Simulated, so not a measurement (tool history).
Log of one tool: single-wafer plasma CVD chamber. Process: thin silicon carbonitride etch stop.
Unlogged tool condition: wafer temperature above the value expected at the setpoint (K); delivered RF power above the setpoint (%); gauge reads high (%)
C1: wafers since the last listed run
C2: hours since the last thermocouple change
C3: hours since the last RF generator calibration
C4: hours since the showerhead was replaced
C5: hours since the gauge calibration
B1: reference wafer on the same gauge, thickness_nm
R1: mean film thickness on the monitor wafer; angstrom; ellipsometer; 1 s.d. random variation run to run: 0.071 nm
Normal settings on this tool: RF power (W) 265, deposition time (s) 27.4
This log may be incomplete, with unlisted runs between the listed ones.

{"run": 1, "hour": 0.0, "RF power (W)": 265, "deposition time (s)": 27.4, "C1": 0, "C2": 1163.7, "C3": 1011.8, "C4": 8009.0, "C5": 877.3, "B1": 14.82, "R1": 163.3}
{"run": 2, "hour": 27.2, "RF power (W)": 265, "deposition time (s)": 27.4, "C1": 866, "C2": 1190.9, "C3": 1039.0, "C4": 8036.2, "C5": 904.5, "B1": 14.815, "R1": 164.08}
{"run": 3, "hour": 56.4, "RF power (W)": 265, "deposition time (s)": 27.4, "C1": 930, "C2": 1220.1, "C3": 1068.2, "C4": 8065.4, "C5": 933.7, "B1": 14.783, "R1": 163.61}
{"run": 4, "hour": 72.0, "RF power (W)": 305, "deposition time (s)": 27.4, "C1": 497, "C2": 1235.7, "C3": 1083.8, "C4": 8081.0, "C5": 949.3, "B1": 14.807, "R1": 170.78}
{"run": 5, "hour": 101.4, "RF power (W)": 305, "deposition time (s)": 27.4, "C1": 936, "C2": 1265.1, "C3": 1113.2, "C4": 8110.4, "C5": 978.7, "B1": 14.814, "R1": 171.18}
{"run": 6, "hour": 136.1, "RF power (W)": 265, "deposition time (s)": 27.4, "C1": 1105, "C2": 1299.8, "C3": 1147.9, "C4": 8145.1, "C5": 1013.4, "B1": 14.777, "R1": 163.66}
{"run": 7, "hour": 148.3, "RF power (W)": 265, "deposition time (s)": 27.4, "C1": 388, "C2": 1312.0, "C3": 1160.1, "C4": 8157.3, "C5": 1025.6, "B1": 14.827, "R1": 163.36}
{"hour": 199.3, "done": "gauge calibrated"}
{"hour": 219.1, "done": "RF generator calibrated"}
{"run": 8, "hour": 247.4, "RF power (W)": 255, "deposition time (s)": 27.4, "C1": 2903, "C2": 1411.1, "C3": 28.3, "C4": 8256.4, "C5": 48.1, "B1": 14.807, "R1": 163.99}
{"run": 9, "hour": 272.9, "RF power (W)": 255, "deposition time (s)": 27.4, "C1": 812, "C2": 1436.6, "C3": 53.8, "C4": 8281.9, "C5": 73.6, "B1": 14.812, "R1": 162.71}
{"hour": 282.9, "done": "thermocouple changed; heater temperature recalibrated"}
{"hour": 299.9, "done": "showerhead replaced, of another model than before"}
{"run": 10, "hour": 351.0, "RF power (W)": 265, "deposition time (s)": 27.4, "C1": 1979, "C2": 68.1, "C3": 131.9, "C4": 51.1, "C5": 151.7, "B1": 14.786, "R1": 164.63}
{"run": 11, "hour": 366.7, "RF power (W)": 265, "deposition time (s)": 29.5, "C1": 500, "C2": 83.8, "C3": 147.6, "C4": 66.8, "C5": 167.4, "B1": 14.782, "R1": 177.53}
{"run": 12, "hour": 380.0, "RF power (W)": 265, "deposition time (s)": 29.5, "C1": 423, "C2": 97.1, "C3": 160.9, "C4": 80.1, "C5": 180.7, "B1": 14.776, "R1": 177.78}
{"run": 13, "hour": 407.6, "RF power (W)": 265, "deposition time (s)": 27.4, "C1": 879, "C2": 124.7, "C3": 188.5, "C4": 107.7, "C5": 208.3, "B1": 14.806, "R1": 165.34}
{"run": 14, "hour": 430.2, "RF power (W)": 315, "deposition time (s)": 25.3, "C1": 720, "C2": 147.3, "C3": 211.1, "C4": 130.3, "C5": 230.9, "B1": 14.815, "R1": 165.16}
{"run": 15, "hour": 454.9, "RF power (W)": 315, "deposition time (s)": 23.6, "C1": 787, "C2": 172.0, "C3": 235.8, "C4": 155.0, "C5": 255.6, "B1": 14.81, "R1": 154.11}
{"run": 16, "hour": 476.2, "RF power (W)": 265, "deposition time (s)": 27.4, "C1": 678, "C2": 193.3, "C3": 257.1, "C4": 176.3, "C5": 276.9, "B1": 14.83, "R1": 165.22}
{"run": 17, "hour": 521.8, "RF power (W)": 215, "deposition time (s)": 30.2, "C1": 1453, "C2": 238.9, "C3": 302.7, "C4": 221.9, "C5": 322.5, "B1": 14.786, "R1": 163.21}
{"run": 18, "hour": 551.9, "RF power (W)": 290, "deposition time (s)": 22.9, "C1": 959, "C2": 269.0, "C3": 332.8, "C4": 252.0, "C5": 352.6, "B1": 14.837, "R1": 142.67}
{"run": 19, "hour": 570.3, "RF power (W)": 310, "deposition time (s)": 27.4, "C1": 586, "C2": 287.4, "C3": 351.2, "C4": 270.4, "C5": 371.0, "B1": 14.776, "R1": 175.15}
{"run": 20, "hour": 597.6, "RF power (W)": 245, "deposition time (s)": 31.0, "C1": 870, "C2": 314.7, "C3": 378.5, "C4": 297.7, "C5": 398.3, "B1": 14.761, "R1": 180.69}
{"run": 21, "hour": 619.6, "RF power (W)": 315, "deposition time (s)": 25.3, "C1": 701, "C2": 336.7, "C3": 400.5, "C4": 319.7, "C5": 420.3, "B1": 14.781, "R1": 163.81}
{"run": 22, "hour": 655.5, "RF power (W)": 250, "deposition time (s)": 27.4, "C1": 1144, "C2": 372.6, "C3": 436.4, "C4": 355.6, "C5": 456.2, "B1": 14.775, "R1": 161.54}
{"run": 23, "hour": 668.7, "RF power (W)": 290, "deposition time (s)": 25.1, "C1": 420, "C2": 385.8, "C3": 449.6, "C4": 368.8, "C5": 469.4, "B1": 14.826, "R1": 155.9}
{"run": 24, "hour": 685.7, "RF power (W)": 265, "deposition time (s)": 31.2, "C1": 541, "C2": 402.8, "C3": 466.6, "C4": 385.8, "C5": 486.4, "B1": 14.787, "R1": 187.34}
{"run": 25, "hour": 699.6, "RF power (W)": 305, "deposition time (s)": 29.2, "C1": 442, "C2": 416.7, "C3": 480.5, "C4": 399.7, "C5": 500.3, "B1": 14.759, "R1": 187.15}
{"run": 26, "hour": 726.3, "RF power (W)": 285, "deposition time (s)": 32.4, "C1": 850, "C2": 443.4, "C3": 507.2, "C4": 426.4, "C5": 527.0, "B1": 14.786, "R1": 200.8}
{"run": 27, "hour": 761.2, "RF power (W)": 300, "deposition time (s)": 27.4, "C1": 1112, "C2": 478.3, "C3": 542.1, "C4": 461.3, "C5": 561.9, "B1": 14.785, "R1": 172.2}
{"run": 28, "hour": 789.9, "RF power (W)": 215, "deposition time (s)": 27.4, "C1": 914, "C2": 507.0, "C3": 570.8, "C4": 490.0, "C5": 590.6, "B1": 14.814, "R1": 148.64}
{"run": 29, "hour": 803.6, "RF power (W)": 220, "deposition time (s)": 22.8, "C1": 436, "C2": 520.7, "C3": 584.5, "C4": 503.7, "C5": 604.3, "B1": 14.829, "R1": 124.99}
{"run": 30, "hour": 838.7, "RF power (W)": 295, "deposition time (s)": 24.1, "C1": 1118, "C2": 555.8, "C3": 619.6, "C4": 538.8, "C5": 639.4, "B1": 14.81, "R1": 151.89}
{"run": 31, "hour": 866.9, "RF power (W)": 300, "deposition time (s)": 22.9, "C1": 898, "C2": 584.0, "C3": 647.8, "C4": 567.0, "C5": 667.6, "B1": 14.814, "R1": 143.78}
{"run": 32, "hour": 902.5, "RF power (W)": 265, "deposition time (s)": 27.4, "C1": 1134, "C2": 619.6, "C3": 683.4, "C4": 602.6, "C5": 703.2, "B1": 14.807, "R1": 164.52}
{"run": 33, "hour": 916.8, "RF power (W)": 265, "deposition time (s)": 27.4, "C1": 455, "C2": 633.9, "C3": 697.7, "C4": 616.9, "C5": 717.5, "B1": 14.775, "R1": 163.07}
{"run": 34, "hour": 950.2, "RF power (W)": 230, "deposition time (s)": 32.1, "C1": 1064, "C2": 667.3, "C3": 731.1, "C4": 650.3, "C5": 750.9, "B1": 14.829, "R1": 179.08}
{"run": 35, "hour": 965.6, "RF power (W)": 285, "deposition time (s)": 27.4, "C1": 490, "C2": 682.7, "C3": 746.5, "C4": 665.7, "C5": 766.3, "B1": 14.818, "R1": 170.04}
{"run": 36, "hour": 995.6, "RF power (W)": 265, "deposition time (s)": 27.4, "C1": 956, "C2": 712.7, "C3": 776.5, "C4": 695.7, "C5": 796.3, "B1": 14.806, "R1": 162.97}

A few steps of R1 between consecutive runs. Split each: what settings, incoming material and random variation would produce without the hidden state, and what is left over for the hidden state, along with gauge scatter present in only one of the two compared results (measured, and without hidden state):
Run 7 -> 8: RF power (W) 265 -> 255, gauge calibrated, RF generator calibrated. R1 +0.63 angstrom: hidden state +2.84, all else -2.21.
Run 18 -> 19: RF power (W) 290 -> 310, deposition time (s) 22.9 -> 27.4. R1 +32.48 angstrom: hidden state -0.34, all else +32.82.
Run 23 -> 24: RF power (W) 290 -> 265, deposition time (s) 25.1 -> 31.2. R1 +31.44 angstrom: hidden state -0.40, all else +31.84.
Run 26 -> 27: RF power (W) 285 -> 300, deposition time (s) 32.4 -> 27.4. R1 -28.60 angstrom: hidden state +0.21, all else -28.81.
Run 29 -> 30: RF power (W) 220 -> 295, deposition time (s) 22.8 -> 24.1. R1 +26.90 angstrom: hidden state -0.48, all else +27.38.
Run 31 -> 32: RF power (W) 300 -> 265, deposition time (s) 22.9 -> 27.4. R1 +20.74 angstrom: hidden state -0.43, all else +21.17.

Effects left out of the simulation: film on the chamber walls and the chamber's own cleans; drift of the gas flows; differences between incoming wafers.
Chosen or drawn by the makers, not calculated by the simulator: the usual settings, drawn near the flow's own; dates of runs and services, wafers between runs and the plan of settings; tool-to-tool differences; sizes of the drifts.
